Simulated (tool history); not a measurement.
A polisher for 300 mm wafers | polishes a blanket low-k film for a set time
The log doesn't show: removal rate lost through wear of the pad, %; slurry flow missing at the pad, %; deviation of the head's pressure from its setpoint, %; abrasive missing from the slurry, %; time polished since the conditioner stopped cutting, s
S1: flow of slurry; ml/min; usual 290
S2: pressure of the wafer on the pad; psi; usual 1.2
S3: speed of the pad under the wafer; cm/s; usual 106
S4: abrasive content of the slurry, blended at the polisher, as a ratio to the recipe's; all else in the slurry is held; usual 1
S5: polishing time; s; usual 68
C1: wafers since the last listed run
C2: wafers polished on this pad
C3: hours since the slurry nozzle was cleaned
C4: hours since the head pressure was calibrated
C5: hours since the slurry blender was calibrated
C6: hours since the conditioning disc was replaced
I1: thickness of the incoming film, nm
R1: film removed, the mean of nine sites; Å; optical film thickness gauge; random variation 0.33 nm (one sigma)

run,day,S1,S2,S3,S4,S5,C1,C2,C3,C4,C5,C6,I1,R1
1,0,290,1.2,106,1,68,0,25,771.4,24.3,77.4,174.7,651.9,213
2,0.846,290,1.2,106,1,68,152,178,791.7,44.6,97.7,195,647.7,206
3,1.512,290,1.2,106,1,68,120,298,807.7,60.6,113.7,211,653.1,209
# day 2.612: slurry nozzle cleaned
4,2.762,290,1.2,106,1,68,218,517,3.6,90.6,143.7,241,656.4,210
5,3.529,290,1.2,106,1,68,138,655,22,109,162.1,259.4,651.4,207
6,4.442,290,1.2,138,1.3,85,164,820,43.9,130.9,184,281.3,648.6,321
7,5.154,290,1,106,1,68,128,949,61,148,201.1,298.4,643,171
# day 5.4: conditioning disc replaced and pad reconditioned
8,6.321,290,1.1,106,1,68,195,1145,89,176,229.1,22.1,655.3,199
9,7.267,290,1.2,142,1,68,170,1315,111.7,198.7,251.8,44.8,647.2,257
10,8.075,290,1.2,138,0.9,55,146,1461,131.1,218.1,271.2,64.2,646.2,190
11,8.592,290,1.2,106,1,68,93,1555,143.5,230.5,283.6,76.6,639.1,215
12,10.262,290,1.2,106,1,68,301,1857,183.6,270.6,323.7,116.7,650.9,214
# day 10.925: slurry blender recalibrated
# day 10.933: worn pad replaced by a new one
13,11.538,290,1.2,106,1,68,213,108,214.2,301.2,14.7,147.3,659.9,214
14,12.488,290,1.2,106,1,48,171,280,237,324,37.5,170.1,642.7,150

Run 15 comes next. What will it give?
15,13.604,290,1.2,106,1,68,201,482,263.8,350.8,64.3,196.9,648.3,?

Run 15 gave R1 217 Å.
Without the tool's hidden state the same run would have given R1 228 Å.

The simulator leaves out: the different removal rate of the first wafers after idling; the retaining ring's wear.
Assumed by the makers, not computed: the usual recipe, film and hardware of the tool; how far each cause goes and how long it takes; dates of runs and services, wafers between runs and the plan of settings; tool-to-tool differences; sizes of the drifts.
